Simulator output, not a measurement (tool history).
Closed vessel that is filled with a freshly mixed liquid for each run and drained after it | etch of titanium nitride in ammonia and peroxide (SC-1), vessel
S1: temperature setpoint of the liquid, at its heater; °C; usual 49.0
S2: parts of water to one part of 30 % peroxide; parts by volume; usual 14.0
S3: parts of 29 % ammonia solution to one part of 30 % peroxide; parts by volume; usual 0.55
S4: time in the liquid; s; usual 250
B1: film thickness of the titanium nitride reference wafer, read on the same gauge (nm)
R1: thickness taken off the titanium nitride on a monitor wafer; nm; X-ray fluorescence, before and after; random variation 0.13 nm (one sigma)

{"run": 1, "day": 0.0, "S1": 49.0, "S2": 14.0, "S3": 0.75, "S4": 250, "B1": 144.8, "R1": 17.11}
{"run": 2, "day": 3.7, "S1": 49.0, "S2": 14.0, "S3": 0.75, "S4": 250, "B1": 145.31, "R1": 17.02}
{"run": 3, "day": 8.117, "S1": 49.0, "S2": 14.0, "S3": 0.55, "S4": 250, "B1": 145.88, "R1": 15.93}
{"run": 4, "day": 10.921, "S1": 49.0, "S2": 14.0, "S3": 0.55, "S4": 250, "B1": 146.28, "R1": 16.43}
{"run": 5, "day": 14.958, "S1": 49.0, "S2": 14.0, "S3": 0.55, "S4": 250, "B1": 146.82, "R1": 16.2}
{"run": 6, "day": 17.546, "S1": 49.0, "S2": 14.0, "S3": 0.55, "S4": 250, "B1": 140.35, "R1": 15.5}
{"run": 7, "day": 20.325, "S1": 49.0, "S2": 14.0, "S3": 0.55, "S4": 250, "B1": 140.72, "R1": 15.5}
{"run": 8, "day": 23.571, "S1": 49.0, "S2": 14.0, "S3": 0.55, "S4": 250, "B1": 141.14, "R1": 15.52}
{"run": 9, "day": 28.042, "S1": 49.0, "S2": 14.0, "S3": 0.55, "S4": 250, "B1": 141.77, "R1": 15.62}
{"run": 10, "day": 32.033, "S1": 49.0, "S2": 14.0, "S3": 0.55, "S4": 250, "B1": 142.3, "R1": 15.87}
{"run": 11, "day": 35.721, "S1": 49.0, "S2": 9.0, "S3": 0.75, "S4": 250, "B1": 142.79, "R1": 21.23}
{"run": 12, "day": 39.183, "S1": 40.5, "S2": 14.0, "S3": 0.55, "S4": 250, "B1": 143.24, "R1": 8.77}
{"run": 13, "day": 41.504, "S1": 39.0, "S2": 19.0, "S3": 0.4, "S4": 205, "B1": 143.59, "R1": 5.01}
{"run": 14, "day": 43.592, "S1": 49.0, "S2": 20.0, "S3": 0.55, "S4": 250, "B1": 143.84, "R1": 13.17}
{"run": 15, "day": 47.179, "S1": 49.0, "S2": 10.5, "S3": 0.55, "S4": 250, "B1": 144.33, "R1": 18.49}
{"run": 16, "day": 50.304, "S1": 45.5, "S2": 20.5, "S3": 0.55, "S4": 120, "B1": 144.75, "R1": 4.9}
{"run": 17, "day": 52.712, "S1": 43.0, "S2": 14.0, "S3": 0.55, "S4": 175, "B1": 145.09, "R1": 7.46}
{"run": 18, "day": 55.379, "S1": 49.0, "S2": 14.0, "S3": 0.55, "S4": 250, "B1": 145.43, "R1": 16.25}
{"run": 19, "day": 57.054, "S1": 49.0, "S2": 9.0, "S3": 0.55, "S4": 305, "B1": 145.63, "R1": 25.04}
{"run": 20, "day": 59.317, "S1": 45.5, "S2": 20.5, "S3": 0.55, "S4": 120, "B1": 145.97, "R1": 4.95}
{"run": 21, "day": 62.112, "S1": 49.0, "S2": 14.0, "S3": 0.55, "S4": 250, "B1": 146.32, "R1": 16.24}
{"run": 22, "day": 65.971, "S1": 49.0, "S2": 10.0, "S3": 0.55, "S4": 390, "B1": 146.87, "R1": 30.45}
{"run": 23, "day": 68.038, "S1": 49.0, "S2": 14.0, "S3": 0.55, "S4": 250, "B1": 147.13, "R1": 16.69}
{"run": 24, "day": 71.658, "S1": 49.0, "S2": 14.0, "S3": 0.55, "S4": 250, "B1": 147.61, "R1": 16.76}
{"run": 25, "day": 73.275, "S1": 53.0, "S2": 14.0, "S3": 0.55, "S4": 385, "B1": 147.84, "R1": 33.79}
{"run": 26, "day": 77.225, "S1": 49.0, "S2": 14.0, "S3": 0.7, "S4": 250, "B1": 140.81, "R1": 16.37}

Not shown: 6 entries that the log had between the listed runs. Between which runs, and how does the tool's hidden state differ before and after?
Between runs 2 and 3: new drum of ammonia solution connected (day 5.433)
  gauge reads high (%): 3.79 -> 4.21
  measured less the result without the state, R1: +0.62 -> +0.65 nm
Between runs 5 and 6: gauge calibrated (day 15.358)
  gauge reads high (%): 4.87 -> 0.25
  measured less the result without the state, R1: +0.75 -> +0.03 nm
Between runs 9 and 10: ammonia flow meter replaced (day 28.488)
  gauge reads high (%): 1.26 -> 1.64
  measured less the result without the state, R1: +0.19 -> +0.25 nm
Between runs 11 and 12: thermometer replaced (day 37.404)
  gauge reads high (%): 1.99 -> 2.33
  measured less the result without the state, R1: +0.41 -> +0.20 nm
Between runs 16 and 17: new drum of ammonia solution connected (day 52.479)
  gauge reads high (%): 3.39 -> 3.63
  measured less the result without the state, R1: +0.16 -> +0.26 nm
Between runs 25 and 26: gauge calibrated (day 75.467)
  gauge reads high (%): 5.6 -> 0.577
  measured less the result without the state, R1: +1.79 -> +0.09 nm

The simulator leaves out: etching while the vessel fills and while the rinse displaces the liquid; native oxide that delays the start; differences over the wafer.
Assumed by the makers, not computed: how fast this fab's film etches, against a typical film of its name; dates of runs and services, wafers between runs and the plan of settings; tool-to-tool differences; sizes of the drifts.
